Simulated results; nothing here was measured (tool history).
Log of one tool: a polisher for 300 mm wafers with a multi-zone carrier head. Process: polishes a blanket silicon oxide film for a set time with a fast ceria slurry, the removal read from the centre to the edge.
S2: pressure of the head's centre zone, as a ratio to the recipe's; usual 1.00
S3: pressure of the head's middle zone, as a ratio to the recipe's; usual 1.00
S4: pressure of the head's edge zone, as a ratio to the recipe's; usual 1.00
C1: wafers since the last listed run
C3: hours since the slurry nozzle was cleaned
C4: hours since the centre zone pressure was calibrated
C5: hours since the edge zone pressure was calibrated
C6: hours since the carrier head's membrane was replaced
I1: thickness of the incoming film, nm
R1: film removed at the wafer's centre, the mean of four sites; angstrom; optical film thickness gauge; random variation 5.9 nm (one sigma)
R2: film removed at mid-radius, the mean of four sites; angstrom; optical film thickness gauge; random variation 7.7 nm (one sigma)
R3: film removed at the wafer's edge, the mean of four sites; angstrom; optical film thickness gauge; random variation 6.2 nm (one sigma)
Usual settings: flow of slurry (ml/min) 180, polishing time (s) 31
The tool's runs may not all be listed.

run 1 day=0.000 | flow_of_slurry_(ml/min)=180 S2=1.00 S3=1.00 S4=1.00 polishing_time_(s)=31 | C1=0 wafers_polished_on_this_pad=2918 C3=765.4 C4=668.9 C5=86.5 C6=210.7 | I1=1701.4 | R1=5454 R2=5577 R3=5449
-- day=1.388 centre zone pressure recalibrated
-- day=1.508 slurry nozzle cleaned
run 2 day=1.904 | flow_of_slurry_(ml/min)=180 S2=1.00 S3=1.00 S4=1.00 polishing_time_(s)=31 | C1=645 wafers_polished_on_this_pad=3563 C3=9.5 C4=12.4 C5=132.2 C6=256.4 | I1=1678.0 | R1=5249 R2=5409 R3=5447
run 3 day=6.129 | flow_of_slurry_(ml/min)=180 S2=1.00 S3=1.00 S4=1.00 polishing_time_(s)=31 | C1=1531 wafers_polished_on_this_pad=5094 C3=110.9 C4=113.8 C5=233.6 C6=357.8 | I1=1685.5 | R1=5124 R2=5189 R3=5110
-- day=6.546 worn pad replaced by a new one
run 4 day=9.867 | flow_of_slurry_(ml/min)=180 S2=1.00 S3=1.00 S4=1.00 polishing_time_(s)=31 | C1=1294 wafers_polished_on_this_pad=1203 C3=200.6 C4=203.5 C5=323.3 C6=447.5 | I1=1660.0 | R1=5489 R2=5532 R3=5541
run 5 day=11.567 | flow_of_slurry_(ml/min)=180 S2=1.00 S3=1.00 S4=1.00 polishing_time_(s)=31 | C1=616 wafers_polished_on_this_pad=1819 C3=241.4 C4=244.3 C5=364.1 C6=488.3 | I1=1705.8 | R1=5371 R2=5373 R3=5628
run 6 day=15.529 | flow_of_slurry_(ml/min)=180 S2=0.94 S3=1.00 S4=1.00 polishing_time_(s)=31 | C1=1436 wafers_polished_on_this_pad=3256 C3=336.5 C4=339.4 C5=459.2 C6=583.4 | I1=1674.4 | R1=4994 R2=5421 R3=5461
-- day=17.921 worn pad replaced by a new one
run 7 day=17.942 | flow_of_slurry_(ml/min)=180 S2=0.94 S3=1.00 S4=1.00 polishing_time_(s)=31 | C1=814 wafers_polished_on_this_pad=7 C3=394.4 C4=397.3 C5=517.1 C6=641.3 | I1=1663.8 | R1=4714 R2=5090 R3=5054
run 8 day=19.350 | flow_of_slurry_(ml/min)=180 S2=0.94 S3=1.00 S4=1.00 polishing_time_(s)=31 | C1=510 wafers_polished_on_this_pad=517 C3=428.2 C4=431.1 C5=550.9 C6=675.1 | I1=1669.2 | R1=4733 R2=5200 R3=5193
run 9 day=22.604 | flow_of_slurry_(ml/min)=180 S2=1.00 S3=1.00 S4=1.00 polishing_time_(s)=31 | C1=1179 wafers_polished_on_this_pad=1697 C3=506.3 C4=509.2 C5=629.0 C6=753.2 | I1=1681.6 | R1=5106 R2=5097 R3=5148
run 10 day=25.571 | flow_of_slurry_(ml/min)=180 S2=1.00 S3=1.00 S4=1.00 polishing_time_(s)=31 | C1=1075 wafers_polished_on_this_pad=2772 C3=577.5 C4=580.4 C5=700.2 C6=824.4 | I1=1687.9 | R1=4987 R2=4977 R3=5075
-- day=27.000 centre zone pressure recalibrated
run 11 day=27.312 | flow_of_slurry_(ml/min)=205 S2=1.00 S3=1.00 S4=0.97 polishing_time_(s)=31 | C1=601 wafers_polished_on_this_pad=3374 C3=619.3 C4=7.5 C5=742.0 C6=866.2 | I1=1660.6 | R1=5104 R2=5118 R3=4890
-- day=29.317 worn pad replaced by a new one, repeated, since the last time left the tool worse
-- day=39.875 slurry nozzle cleaned
run 12 day=40.417 | flow_of_slurry_(ml/min)=240 S2=1.00 S3=1.08 S4=0.91 polishing_time_(s)=31 | C1=4675 wafers_polished_on_this_pad=4009 C3=13.0 C4=322.0 C5=1056.5 C6=1180.7 | I1=1684.0 | R1=5550 R2=6013 R3=5234
-- day=40.917 worn pad replaced by a new one
-- day=42.258 carrier head's membrane replaced by a new one
run 13 day=42.279 | flow_of_slurry_(ml/min)=180 S2=1.00 S3=1.00 S4=1.00 polishing_time_(s)=31 | C1=539 wafers_polished_on_this_pad=418 C3=57.7 C4=366.7 C5=1101.2 C6=0.5 | I1=1671.7 | R1=5452 R2=5666 R3=5675
run 14 day=45.867 | flow_of_slurry_(ml/min)=180 S2=0.94 S3=1.00 S4=1.00 polishing_time_(s)=24 | C1=1300 wafers_polished_on_this_pad=1719 C3=143.8 C4=452.8 C5=1187.3 C6=86.6 | I1=1674.6 | R1=3934 R2=4254 R3=4345
run 15 day=48.067 | flow_of_slurry_(ml/min)=215 S2=1.00 S3=1.00 S4=1.08 polishing_time_(s)=36 | C1=797 wafers_polished_on_this_pad=2516 C3=196.6 C4=505.6 C5=1240.1 C6=139.4 | I1=1700.7 | R1=6607 R2=6545 R3=6857
-- day=50.004 edge zone pressure recalibrated
run 16 day=50.517 | flow_of_slurry_(ml/min)=180 S2=1.07 S3=1.00 S4=0.93 polishing_time_(s)=31 | C1=857 wafers_polished_on_this_pad=3374 C3=255.4 C4=564.4 C5=12.3 C6=198.2 | I1=1662.6 | R1=5644 R2=5427 R3=5176
-- day=52.708 worn pad replaced by a new one
run 17 day=52.729 | flow_of_slurry_(ml/min)=180 S2=1.00 S3=0.97 S4=0.88 polishing_time_(s)=31 | C1=741 wafers_polished_on_this_pad=7 C3=308.5 C4=617.5 C5=65.4 C6=251.3 | I1=1664.2 | R1=5547 R2=5467 R3=5297
run 18 day=56.017 | flow_of_slurry_(ml/min)=230 S2=1.10 S3=1.00 S4=0.96 polishing_time_(s)=21 | C1=1191 wafers_polished_on_this_pad=1199 C3=387.4 C4=696.4 C5=144.3 C6=330.2 | I1=1689.0 | R1=4368 R2=3972 R3=3806
-- day=57.025 centre zone pressure recalibrated
run 19 day=58.700 | flow_of_slurry_(ml/min)=180 S2=1.00 S3=0.88 S4=1.00 polishing_time_(s)=31 | C1=942 wafers_polished_on_this_pad=2142 C3=451.8 C4=40.2 C5=208.7 C6=394.6 | I1=1698.8 | R1=5483 R2=5086 R3=5582
run 20 day=60.838 | flow_of_slurry_(ml/min)=210 S2=0.91 S3=1.11 S4=1.00 polishing_time_(s)=31 | C1=774 wafers_polished_on_this_pad=2917 C3=503.1 C4=91.5 C5=260.0 C6=445.9 | I1=1713.9 | R1=5055 R2=6100 R3=5576
run 21 day=64.250 | flow_of_slurry_(ml/min)=180 S2=1.00 S3=1.00 S4=1.00 polishing_time_(s)=31 | C1=1237 wafers_polished_on_this_pad=4154 C3=585.0 C4=173.4 C5=341.9 C6=527.8 | I1=1685.1 | R1=5282 R2=5309 R3=5356

The same runs without the tool's hidden state, with the same run-to-run variation:
The hidden state here: removal rate lost through wear of the pad, %; slurry flow missing at the pad, %; deviation of the centre zone's pressure from its setpoint, %; deviation of the edge zone's pressure from its setpoint, %.
run=1 R1=5591 R2=5717 R3=5586
run=2 R1=5450 R2=5617 R3=5656
run=3 R1=5531 R2=5602 R3=5516
run=4 R1=5545 R2=5589 R3=5598
run=5 R1=5454 R2=5456 R3=5715
run=6 R1=5175 R2=5617 R3=5660
run=7 R1=5158 R2=5569 R3=5530
run=8 R1=5182 R2=5694 R3=5686
run=9 R1=5635 R2=5625 R3=5681
run=10 R1=5584 R2=5573 R3=5683
run=11 R1=5784 R2=5800 R3=5542
run=12 R1=5817 R2=6302 R3=5485
run=13 R1=5483 R2=5699 R3=5708
run=14 R1=3989 R2=4313 R3=4406
run=15 R1=6765 R2=6702 R3=7021
run=16 R1=5867 R2=5641 R3=5381
run=17 R1=5549 R2=5469 R3=5299
run=18 R1=4387 R2=3989 R3=3822
run=19 R1=5556 R2=5154 R3=5656
run=20 R1=5179 R2=6249 R3=5713
run=21 R1=5549 R2=5577 R3=5626

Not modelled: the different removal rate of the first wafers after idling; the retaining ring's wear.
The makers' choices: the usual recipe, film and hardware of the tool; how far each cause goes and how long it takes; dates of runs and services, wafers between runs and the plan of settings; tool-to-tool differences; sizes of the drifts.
